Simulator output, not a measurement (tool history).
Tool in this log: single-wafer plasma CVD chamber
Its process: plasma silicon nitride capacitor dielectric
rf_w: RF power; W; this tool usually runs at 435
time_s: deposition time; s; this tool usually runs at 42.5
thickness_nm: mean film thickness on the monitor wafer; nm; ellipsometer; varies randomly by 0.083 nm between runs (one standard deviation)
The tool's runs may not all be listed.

run	hour	rf_w	time_s	read-back reference wafer on the same gauge, thickness_nm	thickness_nm
1	0	435	42.5	59.61	55.347
2	11.2	435	42.5	59.635	55.314
3	27.9	435	42.5	59.62	55.356
4	36.4	435	42.5	59.659	55.356
5	52.5	400	38	59.736	48.245
6	59.7	460	42.5	59.787	56.4
7	76.2	460	42.5	59.819	56.534
8	90.7	460	42.5	59.859	56.692
# hour 99.5: gauge calibrated
9	108.6	435	42.5	59.435	55.09
10	120.5	370	50.3	59.462	61.761
11	132.1	460	42.5	59.439	56.033
12	140.1	350	42.5	59.451	51.556
13	151.6	390	35.8	59.484	44.87
# hour 166.8: RF generator calibrated
# hour 174.2: showerhead replaced
14	174.7	435	39.2	59.514	50.973

Run 15, settings as shown, results not yet in. Your forecast:
15	182.3	495	47.1	?	?

read-back reference wafer on the same gauge, thickness_nm: 59.521
thickness_nm: 63.697 nm
Without the tool's hidden state the same run would have given thickness_nm 63.676 nm.
